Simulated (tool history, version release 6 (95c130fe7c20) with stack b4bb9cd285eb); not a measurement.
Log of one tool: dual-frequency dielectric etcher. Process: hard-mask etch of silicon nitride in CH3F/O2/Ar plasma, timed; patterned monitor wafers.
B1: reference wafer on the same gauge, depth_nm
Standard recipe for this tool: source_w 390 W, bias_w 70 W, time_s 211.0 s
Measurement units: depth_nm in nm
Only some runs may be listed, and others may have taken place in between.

run 1 hour=0.0 | source_w=390 bias_w=70 time_s=211.0 | B1=187.0 | depth_nm=159.1
run 2 hour=17.3 | source_w=390 bias_w=70 time_s=211.0 | B1=187.0 | depth_nm=159.6
run 3 hour=32.5 | source_w=390 bias_w=70 time_s=211.0 | B1=187.0 | depth_nm=158.8
run 4 hour=53.4 | source_w=390 bias_w=70 time_s=211.0 | B1=187.0 | depth_nm=158.8
run 5 hour=69.3 | source_w=390 bias_w=60 time_s=211.0 | B1=187.0 | depth_nm=153.5
run 6 hour=81.1 | source_w=390 bias_w=60 time_s=211.0 | B1=187.0 | depth_nm=152.8
-- hour=111.2 wet clean of the chamber
-- hour=120.8 bias power generator calibrated
-- hour=129.4 upper electrode replaced
run 7 hour=129.9 | source_w=390 bias_w=60 time_s=211.0 | B1=187.0 | depth_nm=159.2
run 8 hour=130.3 | source_w=390 bias_w=70 time_s=211.0 | B1=187.0 | depth_nm=164.8
run 9 hour=130.7 | source_w=390 bias_w=70 time_s=211.0 | B1=187.0 | depth_nm=164.7
run 10 hour=150.9 | source_w=390 bias_w=70 time_s=211.0 | B1=187.0 | depth_nm=164.9
-- hour=156.4 gauge calibrated
-- hour=157.9 source power generator calibrated
run 11 hour=160.4 | source_w=390 bias_w=79 time_s=238.5 | B1=186.9 | depth_nm=191.7
run 12 hour=166.9 | source_w=390 bias_w=70 time_s=211.0 | B1=187.0 | depth_nm=164.3
run 13 hour=181.2 | source_w=390 bias_w=70 time_s=211.0 | B1=187.0 | depth_nm=164.5
run 14 hour=190.8 | source_w=420 bias_w=61 time_s=234.5 | B1=187.0 | depth_nm=181.2
run 15 hour=205.3 | source_w=390 bias_w=70 time_s=211.0 | B1=187.0 | depth_nm=164.4
run 16 hour=215.0 | source_w=390 bias_w=75 time_s=180.0 | B1=187.0 | depth_nm=142.7
run 17 hour=227.5 | source_w=340 bias_w=85 time_s=151.5 | B1=187.1 | depth_nm=118.3
run 18 hour=239.1 | source_w=320 bias_w=86 time_s=171.0 | B1=187.0 | depth_nm=131.3
run 19 hour=250.8 | source_w=390 bias_w=70 time_s=211.0 | B1=187.0 | depth_nm=164.0
run 20 hour=266.6 | source_w=330 bias_w=84 time_s=237.0 | B1=187.0 | depth_nm=182.4
run 21 hour=272.6 | source_w=320 bias_w=86 time_s=255.0 | B1=187.0 | depth_nm=195.2
run 22 hour=283.4 | source_w=430 bias_w=70 time_s=269.5 | B1=187.0 | depth_nm=216.1
run 23 hour=291.0 | source_w=340 bias_w=64 time_s=172.5 | B1=187.1 | depth_nm=124.8
run 24 hour=302.4 | source_w=320 bias_w=65 time_s=252.0 | B1=187.0 | depth_nm=179.7
run 25 hour=314.9 | source_w=420 bias_w=83 time_s=176.5 | B1=187.0 | depth_nm=146.3
run 26 hour=325.0 | source_w=310 bias_w=56 time_s=153.5 | B1=187.0 | depth_nm=104.3
run 27 hour=333.9 | source_w=390 bias_w=64 time_s=211.0 | B1=187.0 | depth_nm=159.3
run 28 hour=349.9 | source_w=360 bias_w=84 time_s=170.5 | B1=187.0 | depth_nm=134.2
run 29 hour=359.3 | source_w=390 bias_w=70 time_s=211.0 | B1=187.0 | depth_nm=162.8

5 ways to go on from here, each from the tool as it stands after run 29. What would each give?
run A hour=359.8 | source_w=390 bias_w=70 time_s=211.0 | B1=? | depth_nm=?
run B hour=359.8 | source_w=330 bias_w=70 time_s=211.0 | B1=? | depth_nm=?
run C hour=359.8 | source_w=290 bias_w=62 time_s=174.5 | B1=? | depth_nm=?
run D hour=359.8 | source_w=450 bias_w=76 time_s=173.5 | B1=? | depth_nm=?
run E hour=359.8 | source_w=470 bias_w=80 time_s=177.0 | B1=? | depth_nm=?

run=A B1=187.0 depth_nm=162.6
run=B B1=187.0 depth_nm=153.8
run=C B1=187.0 depth_nm=118.4
run=D B1=187.0 depth_nm=143.3
run=E B1=187.0 depth_nm=150.3
Had the tool no hidden state, the same runs would have come out as:
run=A depth_nm=164.0
run=B depth_nm=155.1
run=C depth_nm=119.4
run=D depth_nm=144.5
run=E depth_nm=151.6
